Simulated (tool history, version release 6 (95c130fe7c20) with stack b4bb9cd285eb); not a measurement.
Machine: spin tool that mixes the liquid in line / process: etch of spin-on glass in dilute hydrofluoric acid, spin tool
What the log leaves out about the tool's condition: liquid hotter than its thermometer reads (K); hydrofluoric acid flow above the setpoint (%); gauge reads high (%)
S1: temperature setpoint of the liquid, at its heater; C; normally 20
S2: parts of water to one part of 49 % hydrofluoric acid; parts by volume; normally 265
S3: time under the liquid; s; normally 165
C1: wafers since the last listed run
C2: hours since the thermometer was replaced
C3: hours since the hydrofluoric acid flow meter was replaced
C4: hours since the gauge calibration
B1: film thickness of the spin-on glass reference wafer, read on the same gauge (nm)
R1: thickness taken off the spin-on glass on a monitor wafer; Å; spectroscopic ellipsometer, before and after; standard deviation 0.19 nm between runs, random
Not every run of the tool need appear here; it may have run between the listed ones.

{"run": 1, "day": 0.0, "S1": 20, "S2": 210, "S3": 165, "C1": 0, "C2": 891.3, "C3": 457.5, "C4": 639.6, "B1": 70.01, "R1": 274.8}
{"run": 2, "day": 2.217, "S1": 20, "S2": 210, "S3": 165, "C1": 413, "C2": 944.5, "C3": 510.7, "C4": 692.8, "B1": 70.01, "R1": 273.2}
{"run": 3, "day": 3.462, "S1": 20, "S2": 265, "S3": 165, "C1": 232, "C2": 974.4, "C3": 540.6, "C4": 722.7, "B1": 70, "R1": 207.9}
{"run": 4, "day": 5.55, "S1": 20, "S2": 265, "S3": 165, "C1": 389, "C2": 1024.5, "C3": 590.7, "C4": 772.8, "B1": 69.98, "R1": 206.9}
{"run": 5, "day": 6.842, "S1": 20, "S2": 265, "S3": 230, "C1": 240, "C2": 1055.5, "C3": 621.7, "C4": 803.8, "B1": 70, "R1": 292.7}
{"run": 6, "day": 8.525, "S1": 20, "S2": 265, "S3": 165, "C1": 313, "C2": 1095.9, "C3": 662.1, "C4": 844.2, "B1": 70.03, "R1": 211}
{"run": 7, "day": 11.492, "S1": 20, "S2": 265, "S3": 165, "C1": 553, "C2": 1167.1, "C3": 733.3, "C4": 915.4, "B1": 70, "R1": 208.9}
{"run": 8, "day": 17.717, "S1": 20, "S2": 265, "S3": 165, "C1": 1160, "C2": 1316.5, "C3": 882.7, "C4": 1064.8, "B1": 70.02, "R1": 212.2}
{"day": 18.925, "done": "gauge calibrated"}
{"run": 9, "day": 20.225, "S1": 20, "S2": 265, "S3": 165, "C1": 467, "C2": 1376.7, "C3": 942.9, "C4": 31.2, "B1": 70.01, "R1": 215.2}
{"run": 10, "day": 23.062, "S1": 20, "S2": 265, "S3": 165, "C1": 528, "C2": 1444.8, "C3": 1011, "C4": 99.3, "B1": 70.01, "R1": 211.4}
{"run": 11, "day": 24.6, "S1": 20, "S2": 265, "S3": 115, "C1": 286, "C2": 1481.7, "C3": 1047.9, "C4": 136.2, "B1": 69.97, "R1": 154.9}
{"run": 12, "day": 27.483, "S1": 21.5, "S2": 265, "S3": 165, "C1": 537, "C2": 1550.9, "C3": 1117.1, "C4": 205.4, "B1": 69.99, "R1": 236.3}
{"run": 13, "day": 28.962, "S1": 21.5, "S2": 265, "S3": 165, "C1": 275, "C2": 1586.4, "C3": 1152.6, "C4": 240.9, "B1": 70.01, "R1": 232.9}
{"day": 31.104, "done": "hydrofluoric acid flow meter replaced"}
{"run": 14, "day": 31.367, "S1": 22.5, "S2": 355, "S3": 230, "C1": 440, "C2": 1644.1, "C3": 6.3, "C4": 298.6, "B1": 70, "R1": 215.7}
{"run": 15, "day": 33.983, "S1": 22, "S2": 300, "S3": 235, "C1": 487, "C2": 1706.9, "C3": 69.1, "C4": 361.4, "B1": 69.99, "R1": 269.9}
{"day": 36.358, "done": "thermometer replaced"}
{"run": 16, "day": 36.962, "S1": 17.5, "S2": 365, "S3": 165, "C1": 547, "C2": 14.5, "C3": 140.6, "C4": 432.9, "B1": 70, "R1": 125.8}
{"run": 17, "day": 39.017, "S1": 20, "S2": 395, "S3": 220, "C1": 382, "C2": 63.8, "C3": 189.9, "C4": 482.2, "B1": 70.01, "R1": 167}
{"run": 18, "day": 41.533, "S1": 23, "S2": 190, "S3": 225, "C1": 469, "C2": 124.2, "C3": 250.3, "C4": 542.6, "B1": 70, "R1": 479.6}
{"run": 19, "day": 44.362, "S1": 17.5, "S2": 325, "S3": 120, "C1": 527, "C2": 192.1, "C3": 318.2, "C4": 610.5, "B1": 70.01, "R1": 109}
{"run": 20, "day": 45.692, "S1": 20, "S2": 310, "S3": 265, "C1": 247, "C2": 224, "C3": 350.1, "C4": 642.4, "B1": 70, "R1": 280.6}
{"run": 21, "day": 47.283, "S1": 20, "S2": 265, "S3": 165, "C1": 296, "C2": 262.2, "C3": 388.3, "C4": 680.6, "B1": 69.98, "R1": 208.8}
{"run": 22, "day": 49.254, "S1": 24, "S2": 315, "S3": 120, "C1": 367, "C2": 309.5, "C3": 435.6, "C4": 727.9, "B1": 70, "R1": 143.7}
{"run": 23, "day": 51.912, "S1": 17, "S2": 265, "S3": 70, "C1": 495, "C2": 373.3, "C3": 499.4, "C4": 791.7, "B1": 70.01, "R1": 81.7}
{"run": 24, "day": 53.488, "S1": 24, "S2": 155, "S3": 260, "C1": 293, "C2": 411.1, "C3": 537.2, "C4": 829.5, "B1": 69.97, "R1": 742.6}
{"run": 25, "day": 54.621, "S1": 20, "S2": 265, "S3": 205, "C1": 211, "C2": 438.3, "C3": 564.4, "C4": 856.7, "B1": 70, "R1": 266.6}
{"run": 26, "day": 56.038, "S1": 20, "S2": 265, "S3": 165, "C1": 264, "C2": 472.3, "C3": 598.4, "C4": 890.7, "B1": 70, "R1": 213.3}
{"run": 27, "day": 58.717, "S1": 22.5, "S2": 265, "S3": 205, "C1": 499, "C2": 536.6, "C3": 662.7, "C4": 955, "B1": 70, "R1": 292.5}

4 options for the next run, each taken on its own from the tool as it stands now. Forecast them:
{"run": "A", "day": 58.738, "S1": 20, "S2": 265, "S3": 255, "C1": 3, "C2": 537.1, "C3": 663.2, "C4": 955.5, "B1": "?", "R1": "?"}
{"run": "B", "day": 58.738, "S1": 17, "S2": 170, "S3": 240, "C1": 3, "C2": 537.1, "C3": 663.2, "C4": 955.5, "B1": "?", "R1": "?"}
{"run": "C", "day": 58.738, "S1": 20, "S2": 310, "S3": 165, "C1": 3, "C2": 537.1, "C3": 663.2, "C4": 955.5, "B1": "?", "R1": "?"}
{"run": "D", "day": 58.738, "S1": 17, "S2": 265, "S3": 200, "C1": 3, "C2": 537.1, "C3": 663.2, "C4": 955.5, "B1": "?", "R1": "?"}

run=A B1=69.99 R1=334.1
run=B B1=69.99 R1=474
run=C B1=69.99 R1=177.8
run=D B1=69.99 R1=233.7
Stripped of hidden state, with their random variation kept, the same runs would have yielded:
run=A R1=307.9
run=B R1=439.3
run=C R1=163.5
run=D R1=215.6
